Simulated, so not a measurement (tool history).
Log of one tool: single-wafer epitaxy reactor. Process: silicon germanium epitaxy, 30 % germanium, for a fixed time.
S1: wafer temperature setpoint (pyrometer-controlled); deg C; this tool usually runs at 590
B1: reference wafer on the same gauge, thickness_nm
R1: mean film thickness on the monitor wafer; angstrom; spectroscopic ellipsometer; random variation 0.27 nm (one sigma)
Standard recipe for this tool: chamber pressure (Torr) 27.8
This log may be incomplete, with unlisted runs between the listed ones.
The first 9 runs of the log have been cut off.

{"run": 10, "hour": 396.7, "S1": 590, "chamber pressure (Torr)": 27.8, "B1": 48.111, "R1": 530.69}
{"hour": 410.7, "done": "gauge calibrated"}
{"hour": 414.4, "done": "showerhead replaced"}
{"run": 11, "hour": 425.3, "S1": 590, "chamber pressure (Torr)": 25.8, "B1": 48.296, "R1": 513.87}
{"run": 12, "hour": 453.8, "S1": 590, "chamber pressure (Torr)": 27.8, "B1": 48.255, "R1": 530.4}
{"hour": 467.2, "done": "pyrometer calibrated"}
{"run": 13, "hour": 478.0, "S1": 597, "chamber pressure (Torr)": 25.8, "B1": 48.154, "R1": 576.85}
{"run": 14, "hour": 496.5, "S1": 598, "chamber pressure (Torr)": 32.9, "B1": 48.26, "R1": 657.95}
{"run": 15, "hour": 513.4, "S1": 590, "chamber pressure (Torr)": 30.4, "B1": 48.24, "R1": 563.38}
{"run": 16, "hour": 537.1, "S1": 590, "chamber pressure (Torr)": 27.8, "B1": 48.155, "R1": 537.47}
{"run": 17, "hour": 564.1, "S1": 597, "chamber pressure (Torr)": 24.1, "B1": 48.255, "R1": 561.45}
{"run": 18, "hour": 586.0, "S1": 590, "chamber pressure (Torr)": 20.9, "B1": 48.193, "R1": 467.08}
{"run": 19, "hour": 603.9, "S1": 590, "chamber pressure (Torr)": 27.8, "B1": 48.176, "R1": 536.87}
{"hour": 641.2, "done": "capacitance manometer re-zeroed and calibrated"}
{"run": 20, "hour": 650.0, "S1": 590, "chamber pressure (Torr)": 29.7, "B1": 48.185, "R1": 531.51}
{"run": 21, "hour": 679.0, "S1": 590, "chamber pressure (Torr)": 27.8, "B1": 48.237, "R1": 518.61}
{"run": 22, "hour": 698.3, "S1": 590, "chamber pressure (Torr)": 32.9, "B1": 48.138, "R1": 562.06}
{"run": 23, "hour": 712.6, "S1": 590, "chamber pressure (Torr)": 27.8, "B1": 48.187, "R1": 515.41}
{"run": 24, "hour": 741.9, "S1": 583, "chamber pressure (Torr)": 31.6, "B1": 48.198, "R1": 492.48}
{"run": 25, "hour": 770.8, "S1": 590, "chamber pressure (Torr)": 27.8, "B1": 48.248, "R1": 521.04}
{"run": 26, "hour": 793.4, "S1": 605, "chamber pressure (Torr)": 22.4, "B1": 48.117, "R1": 599.69}
{"run": 27, "hour": 820.3, "S1": 590, "chamber pressure (Torr)": 25.4, "B1": 48.213, "R1": 499.65}
{"run": 28, "hour": 849.1, "S1": 603, "chamber pressure (Torr)": 22.1, "B1": 48.221, "R1": 574.73}
{"run": 29, "hour": 884.8, "S1": 582, "chamber pressure (Torr)": 25.4, "B1": 48.179, "R1": 438.98}
{"run": 30, "hour": 914.2, "S1": 604, "chamber pressure (Torr)": 31.1, "B1": 48.251, "R1": 689.8}
{"run": 31, "hour": 928.6, "S1": 597, "chamber pressure (Torr)": 32.7, "B1": 48.163, "R1": 632.96}
{"run": 32, "hour": 947.7, "S1": 595, "chamber pressure (Torr)": 30.7, "B1": 48.269, "R1": 589.53}
{"run": 33, "hour": 973.2, "S1": 596, "chamber pressure (Torr)": 31.8, "B1": 48.3, "R1": 617.11}
{"run": 34, "hour": 1006.7, "S1": 590, "chamber pressure (Torr)": 27.8, "B1": 48.222, "R1": 524.33}

What if the next run were any one of these 5? Each begins from the tool's condition after run 34:
{"run": "A", "hour": 1007.1, "S1": 590, "chamber pressure (Torr)": 27.8, "B1": "?", "R1": "?"}
{"run": "B", "hour": 1007.1, "S1": 581, "chamber pressure (Torr)": 31.5, "B1": "?", "R1": "?"}
{"run": "C", "hour": 1007.1, "S1": 595, "chamber pressure (Torr)": 27.8, "B1": "?", "R1": "?"}
{"run": "D", "hour": 1007.1, "S1": 601, "chamber pressure (Torr)": 27.8, "B1": "?", "R1": "?"}
{"run": "E", "hour": 1007.1, "S1": 578, "chamber pressure (Torr)": 25.2, "B1": "?", "R1": "?"}

run=A B1=48.205 R1=524.59
run=B B1=48.205 R1=478.63
run=C B1=48.205 R1=569.32
run=D B1=48.205 R1=627.38
run=E B1=48.205 R1=410.18
Take away the tool's hidden state, keep each run's random variation, and the runs would have read:
run=A R1=517.26
run=B R1=471.94
run=C R1=561.37
run=D R1=618.62
run=E R1=404.45
